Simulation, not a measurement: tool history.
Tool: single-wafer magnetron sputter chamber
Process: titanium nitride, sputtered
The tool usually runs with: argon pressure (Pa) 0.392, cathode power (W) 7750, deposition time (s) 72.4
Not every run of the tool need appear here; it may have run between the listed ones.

run,hour,argon pressure (Pa),cathode power (W),deposition time (s),wafers since the last listed run,wafers on the sputter target,hours since the last manometer calibration,hours since the magnet pack was replaced,hours since the gauge calibration,"read-back reference wafer on the same gauge, thickness_nm",mean film thickness on the monitor wafer (nm)
1,0.0,0.477,7750,72.4,0,2634,971.8,5494.0,501.4,118.539,110.252
2,68.8,0.477,7750,72.4,899,3534,1040.6,5562.8,570.2,118.621,109.846
3,253.1,0.392,7750,72.4,2409,5943,1224.9,5747.1,754.5,118.766,114.201
# hour 297.9: sputter target and shields replaced
4,348.1,0.392,7750,72.4,1137,656,1319.9,5842.1,849.5,118.755,113.818
5,453.6,0.392,7750,72.4,1379,2035,1425.4,5947.6,955.0,118.917,114.493
6,549.2,0.460,7750,72.4,1249,3285,1521.0,6043.2,1050.6,119.122,111.768
7,690.5,0.460,7750,72.4,1847,5132,1662.3,6184.5,1191.9,119.196,111.432
8,777.0,0.460,7750,72.4,1130,6262,1748.8,6271.0,1278.4,119.248,112.012
9,853.3,0.392,8600,72.4,997,7260,1825.1,6347.3,1354.7,118.954,126.372
10,907.8,0.392,8600,72.4,712,7972,1879.6,6401.8,1409.2,119.207,126.381
# hour 943.9: sputter target and shields replaced
# hour 983.3: magnet pack replaced
11,983.8,0.392,8600,72.4,784,417,1955.6,0.5,1485.2,119.283,126.284
# hour 1020.6: gauge calibrated
12,1021.2,0.392,7750,72.4,488,906,1993.0,37.9,0.6,116.840,112.167
13,1060.3,0.392,7750,69.1,511,1417,2032.1,77.0,39.7,116.859,106.982
14,1138.1,0.392,7750,63.4,1016,2434,2109.9,154.8,117.5,117.263,98.797
15,1244.7,0.489,7750,86.8,1393,3827,2216.5,261.4,224.1,117.700,131.152
16,1331.9,0.538,7050,76.5,1139,4967,2303.7,348.6,311.3,117.999,103.949
17,1378.0,0.392,6400,65.2,602,5570,2349.8,394.7,357.4,118.071,85.492
18,1417.5,0.392,6250,72.4,516,6086,2389.3,434.2,396.9,118.111,92.568
# hour 1439.9: capacitance manometer re-zeroed and calibrated
# hour 1490.8: sputter target and shields replaced
19,1491.3,0.392,7750,84.8,755,6,51.4,508.0,470.7,118.320,132.535
20,1530.7,0.306,7750,72.4,515,521,90.8,547.4,510.1,118.381,117.817
21,1617.3,0.531,8750,72.4,1131,1653,177.4,634.0,596.7,118.500,121.712
22,1656.0,0.392,7750,72.4,505,2159,216.1,672.7,635.4,118.636,113.372
23,1763.3,0.392,7750,72.4,1402,3562,323.4,780.0,742.7,118.641,114.671
24,1860.8,0.349,7750,72.4,1274,4836,420.9,877.5,840.2,118.804,116.183
25,1940.9,0.392,7750,61.2,1047,5883,501.0,957.6,920.3,118.901,96.842
26,2007.5,0.392,9450,63.8,870,6754,567.6,1024.2,986.9,118.884,121.445
27,2067.3,0.392,6250,72.4,781,7536,627.4,1084.0,1046.7,118.838,93.516

For each entry between runs, how does the tool's hidden state at the last listed run before it compare with that at the first listed run after it?
Logged between run 3 and run 4: sputter target and shields replaced (hour 297.9)
  gauge reads high (%): 1.53 -> 1.62
  measured less the result without the state, mean film thickness on the monitor wafer (nm): +1.726 -> +1.810
Logged between run 10 and run 11: sputter target and shields replaced (hour 943.9); magnet pack replaced (hour 983.3)
  gauge reads high (%): 1.87 -> 1.89
  measured less the result without the state, mean film thickness on the monitor wafer (nm): +2.320 -> +2.338
Logged between run 11 and run 12: gauge calibrated (hour 1020.6)
  gauge reads high (%): 1.89 -> -0.223
  measured less the result without the state, mean film thickness on the monitor wafer (nm): +2.338 -> -0.251
Logged between run 18 and run 19: capacitance manometer re-zeroed and calibrated (hour 1439.9); sputter target and shields replaced (hour 1490.8)
  gauge reads high (%): 0.995 -> 1.13
  measured less the result without the state, mean film thickness on the monitor wafer (nm): +0.912 -> +1.481

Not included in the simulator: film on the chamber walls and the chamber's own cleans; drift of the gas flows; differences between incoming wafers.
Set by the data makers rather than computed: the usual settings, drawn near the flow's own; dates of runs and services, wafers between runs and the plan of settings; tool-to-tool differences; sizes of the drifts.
